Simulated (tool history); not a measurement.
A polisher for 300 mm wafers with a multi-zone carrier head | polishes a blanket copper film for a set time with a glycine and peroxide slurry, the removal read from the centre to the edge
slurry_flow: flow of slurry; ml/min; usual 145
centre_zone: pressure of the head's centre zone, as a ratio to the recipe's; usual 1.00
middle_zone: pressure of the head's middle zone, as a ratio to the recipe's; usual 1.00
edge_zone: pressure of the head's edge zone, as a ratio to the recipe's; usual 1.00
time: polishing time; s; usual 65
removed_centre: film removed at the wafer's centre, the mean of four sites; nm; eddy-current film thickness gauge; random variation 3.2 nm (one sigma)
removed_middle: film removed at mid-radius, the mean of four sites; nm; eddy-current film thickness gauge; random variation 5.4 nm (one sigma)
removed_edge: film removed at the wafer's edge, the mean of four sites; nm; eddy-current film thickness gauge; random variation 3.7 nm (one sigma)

run	hour	slurry_flow	centre_zone	middle_zone	edge_zone	time	wafers since the last listed run	wafers polished on this pad	hours since the slurry nozzle was cleaned	hours since the centre zone pressure was calibrated	hours since the edge zone pressure was calibrated	hours since the carrier head's membrane was replaced	incoming thickness of the incoming film, nm	removed_centre	removed_middle	removed_edge
1	0.0	160	1.00	0.89	1.00	58	0	603	539.1	73.2	1168.3	49.0	2045.4	385.8	341.3	369.0
# hour 13.0: slurry nozzle cleaned
2	15.2	100	0.97	1.00	1.11	47	174	778	2.2	88.4	1183.5	64.2	2057.1	277.4	288.8	302.1
3	27.6	145	1.03	1.00	0.89	85	152	931	14.6	100.8	1195.9	76.6	2064.5	597.1	559.2	514.0
4	42.2	145	1.00	0.95	1.00	65	179	1111	29.2	115.4	1210.5	91.2	2049.9	439.8	416.9	419.2
# hour 54.4: worn pad replaced by a new one
5	55.0	180	1.04	1.00	1.00	50	108	7	42.0	128.2	1223.3	104.0	2020.1	368.1	354.0	326.5
6	61.9	125	1.00	1.07	1.00	65	84	92	48.9	135.1	1230.2	110.9	2044.2	418.3	430.1	403.4
7	71.8	125	1.00	1.00	1.09	74	121	214	58.8	145.0	1240.1	120.8	2094.2	470.5	465.2	478.6
8	81.6	145	1.00	1.00	1.00	65	120	334	68.6	154.8	1249.9	130.6	2068.3	432.7	436.1	425.9
9	93.9	175	1.00	1.00	1.00	75	151	486	80.9	167.1	1262.2	142.9	2085.2	526.1	524.5	494.9
10	100.4	145	0.95	0.91	0.89	54	80	566	87.4	173.6	1268.7	149.4	2055.3	339.0	325.0	326.0
11	110.6	125	1.00	1.00	0.93	65	125	691	97.6	183.8	1278.9	159.6	2067.2	411.5	414.9	382.7
# hour 117.3: edge zone pressure recalibrated
12	121.1	125	1.05	1.00	1.00	65	104	796	108.1	194.3	3.8	170.1	2053.2	426.8	411.3	405.3
13	134.7	145	1.00	1.00	1.00	65	167	964	121.7	207.9	17.4	183.7	2035.5	435.2	425.6	417.6
# hour 142.9: worn pad replaced by a new one
14	143.4	100	0.96	0.94	1.00	45	57	6	130.4	216.6	26.1	192.4	2029.5	252.4	246.0	267.9
15	150.3	180	1.11	1.00	1.00	65	84	91	137.3	223.5	33.0	199.3	2025.9	504.0	444.0	428.0
16	164.6	145	1.00	0.94	1.00	58	176	267	151.6	237.8	47.3	213.6	2070.9	376.5	359.4	372.0
17	174.7	170	1.00	1.00	1.05	84	124	391	161.7	247.9	57.4	223.7	2057.8	571.5	565.5	551.8
18	185.3	145	0.96	1.00	1.00	65	130	522	172.3	258.5	68.0	234.3	2038.4	404.3	424.6	412.3
19	197.9	145	1.00	1.00	1.00	65	155	677	184.9	271.1	80.6	246.9	2051.4	423.5	427.9	404.3
20	210.0	190	1.00	1.00	1.00	72	149	826	197.0	283.2	92.7	259.0	2044.3	502.7	493.5	476.8
21	219.7	145	1.00	1.00	1.00	65	119	946	206.7	292.9	102.4	268.7	2013.7	421.6	419.4	407.7

What the log doesn't show, run by run:
removal rate lost through wear of the pad, %: 0 in every run
deviation of the centre zone's pressure from its setpoint, %: 0 in every run
deviation of the edge zone's pressure from its setpoint, %: 0 in every run
H1: slurry flow missing at the pad, %
run	H1
1	17.9
2	0.912
3	2.24
4	3.68
5	4.84
6	5.43
7	6.24
8	6.98
9	7.86
10	8.3
11	8.95
12	9.58
13	10.3
14	10.8
15	11.1
16	11.8
17	12.2
18	12.7
19	13.1
20	13.6
21	13.9

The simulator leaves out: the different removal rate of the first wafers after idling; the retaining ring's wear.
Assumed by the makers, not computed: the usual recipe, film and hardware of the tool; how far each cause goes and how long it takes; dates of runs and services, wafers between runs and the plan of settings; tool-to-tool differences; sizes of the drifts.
